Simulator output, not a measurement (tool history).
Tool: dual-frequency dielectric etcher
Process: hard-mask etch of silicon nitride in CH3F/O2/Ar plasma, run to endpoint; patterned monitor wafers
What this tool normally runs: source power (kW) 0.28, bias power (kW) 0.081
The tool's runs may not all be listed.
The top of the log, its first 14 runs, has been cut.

| run | hour | source power (kW) | bias power (kW) | incoming incoming film thickness, nm | endpoint time (s) |
|---|---|---|---|---|---|
| 15 | 347.8 | 0.32 | 0.081 | 54.7 | 77.5 |
| 16 | 436.9 | 0.28 | 0.081 | 54.7 | 82.3 |
| 17 | 472.1 | 0.28 | 0.092 | 54 | 78.3 |
|  | 500.7 | upper electrode replaced |
| 18 | 501.2 | 0.26 | 0.091 | 55.1 | 82.5 |
|  | 509.3 | source power generator calibrated |
| 19 | 513.7 | 0.31 | 0.072 | 54.6 | 81.2 |
| 20 | 545.6 | 0.21 | 0.074 | 55.2 | 95.8 |
| 21 | 564.9 | 0.33 | 0.063 | 55 | 82.3 |
| 22 | 591.5 | 0.33 | 0.071 | 55 | 80.2 |
| 23 | 622.9 | 0.35 | 0.071 | 54.6 | 77.6 |
| 24 | 639.2 | 0.24 | 0.081 | 54.4 | 86.9 |
| 25 | 663.3 | 0.28 | 0.081 | 54.9 | 81.8 |
| 26 | 691 | 0.34 | 0.063 | 55 | 82.3 |
| 27 | 708.5 | 0.31 | 0.062 | 54.2 | 84.5 |
| 28 | 725.6 | 0.28 | 0.081 | 54.7 | 82.1 |
| 29 | 749 | 0.28 | 0.094 | 55.4 | 79.7 |
| 30 | 766.4 | 0.23 | 0.072 | 54.8 | 91.5 |
| 31 | 797 | 0.31 | 0.061 | 54 | 84 |
| 32 | 820.5 | 0.28 | 0.081 | 54 | 80.9 |
| 33 | 907.4 | 0.3 | 0.074 | 54.6 | 80.9 |
|  | 951.9 | wet clean of the chamber |
| 34 | 952.4 | 0.3 | 0.087 | 54.1 | 76.6 |

Below are 5 alternative next runs, each starting from the tool's condition after run 34. Predict each:
| A | 952.8 | 0.28 | 0.081 | 54.1 | ? |
| B | 952.8 | 0.24 | 0.093 | 54.1 | ? |
| C | 952.8 | 0.3 | 0.062 | 54.1 | ? |
| D | 952.8 | 0.28 | 0.1 | 54.1 | ? |
| E | 952.8 | 0.25 | 0.088 | 54.1 | ? |

| run | endpoint time (s) |
|---|---|
| A | 80.8 |
| B | 82.3 |
| C | 85.2 |
| D | 75.3 |
| E | 82.4 |
Without the tool's unlogged condition, the same runs would have read:
| run | endpoint time (s) |
|---|---|
| A | 80.8 |
| B | 82.3 |
| C | 85.2 |
| D | 75.3 |
| E | 82.4 |

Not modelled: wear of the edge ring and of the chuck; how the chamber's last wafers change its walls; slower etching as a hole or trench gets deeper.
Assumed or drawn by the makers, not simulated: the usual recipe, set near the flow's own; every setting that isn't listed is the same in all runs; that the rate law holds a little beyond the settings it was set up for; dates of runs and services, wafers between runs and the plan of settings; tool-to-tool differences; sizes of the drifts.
